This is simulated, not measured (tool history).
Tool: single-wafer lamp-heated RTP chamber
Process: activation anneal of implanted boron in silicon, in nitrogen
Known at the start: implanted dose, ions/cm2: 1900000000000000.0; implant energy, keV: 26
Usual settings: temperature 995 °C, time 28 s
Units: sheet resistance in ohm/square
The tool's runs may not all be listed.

run   hour  temperature  time  read-back reference wafer on the same gauge, sheet resistance  sheet resistance
  1    0.0          995    28                                                          71.55             77.29
  2   16.7          995    28                                                          71.61             77.45
  3   23.0          995    28                                                          71.71             77.15
  4   31.7         1008    28                                                          71.65             74.37
  5   43.1         1008    28                                                          71.71             74.13
  6   51.8          995    37                                                          71.56             76.17
  7   68.7          995    37                                                          71.60             75.65
  8   84.7          995    22                                                          71.55             77.90
  9  100.7          995    33                                                          71.65             76.55
 10  108.4          995    33                                                          71.54             76.61
 11  117.2          995    33                                                          71.59             75.98
 12  131.1          995    18                                                          71.60             79.32
 13  140.5          995    18                                                          71.45             78.34
     150.0  -- pyrometer window cleaned and pyrometer calibrated
 14  150.6          995    18                                                          71.55             78.45
 15  165.5          981    23                                                          71.64             82.97
 16  197.0          981    23                                                          71.61             82.29
 17  206.3          981    23                                                          71.61             82.96
 18  218.3         1010    37                                                          71.64             72.60
 19  228.9          978    17                                                          71.70             85.10
 20  240.7         1008    28                                                          71.53             73.59
 21  256.1         1010    22                                                          71.58             74.38
     258.7  -- gauge calibrated
 22  269.2          986    42                                                          71.60             78.59
 23  276.9          995    17                                                          71.58             78.64
 24  291.7          995    20                                                          71.53             78.08
 25  298.2          995    28                                                          71.62             76.82
     315.8  -- reflector plate cleaned
 26  316.3          995    15                                                          71.62             81.73
 27  322.4          995    28                                                          71.62             79.31
 28  331.8          979    28                                                          71.61             85.81
 29  347.0         1003    41                                                          71.72             75.29
 30  355.0         1013    42                                                          71.52             73.24
 31  368.2          978    23                                                          71.55             87.09
 32  418.2          979    44                                                          71.54             83.38
 33  427.8         1004    28                                                          71.62             76.14
 34  442.1         1020    15                                                          71.62             74.86
 35  457.1         1007    38                                                          71.66             74.93

Forecast each of these 5 alternatives for the next run:
  A  457.5          995    40                                                              ?                 ?
  B  457.5          982    28                                                              ?                 ?
  C  457.5          995    19                                                              ?                 ?
  D  457.5          968    22                                                              ?                 ?
  E  457.5         1018    40                                                              ?                 ?

run  read-back reference wafer on the same gauge, sheet resistance  sheet resistance
  A                                                          71.60             77.90
  B                                                          71.60             84.25
  C                                                          71.60             80.75
  D                                                          71.60             94.72
  E                                                          71.60             72.80
Without the tool's hidden state the same runs would have given:
run  sheet resistance
  A             78.46
  B             85.15
  C             81.44
  D             96.23
  E             73.12
